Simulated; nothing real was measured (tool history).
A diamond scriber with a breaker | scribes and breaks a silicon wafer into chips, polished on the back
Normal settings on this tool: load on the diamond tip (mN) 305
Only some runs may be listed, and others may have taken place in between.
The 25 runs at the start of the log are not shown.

run,hour,load on the diamond tip (mN),"incoming depth of the damage left on the back of the incoming wafer, um",depth of the median crack under the scribed line (µm),chips rejected at inspection after the break (%)
# hour 406.1: load on the tip recalibrated
26,409.1,388,0.02,9.43,3.75
27,424.1,252,0.04,7.76,3.17
28,433.8,221,0.04,7.23,6.26
29,450.3,305,0.02,8.36,1.2
30,498.7,364,0.01,9.15,2.18
31,510.6,305,0.04,8.39,1.04
32,517.6,275,0.03,7.95,2.1
33,527.8,354,0.01,9.08,1.69
34,540.3,305,0.02,8.22,1.27
35,554.1,249,0.02,7.58,3.65
36,563.6,305,0.05,8.43,1.08
37,574.7,220,0.03,7.22,7.3
38,586,267,0.01,7.94,2.47
39,592,242,0.02,7.46,4.35
40,608.2,259,0.03,7.74,3.57
41,618.1,241,0.05,7.52,4.35
42,664.1,305,0.01,8.24,1.49
43,681.6,336,0.04,8.53,1.24

Here are 3 independent what-if runs from the current tool condition. What would each one return?
A,682.2,335,0.01,?,?
B,682.2,368,0.01,?,?
C,682.2,380,0.01,?,?

run,depth of the median crack under the scribed line (µm),chips rejected at inspection after the break (%)
A,8.66,1.18
B,9.07,2.01
C,9.22,2.53
Without the tool's hidden state the same runs would have given:
run,depth of the median crack under the scribed line (µm),chips rejected at inspection after the break (%)
A,8.91,1.57
B,9.33,2.98
C,9.48,3.69
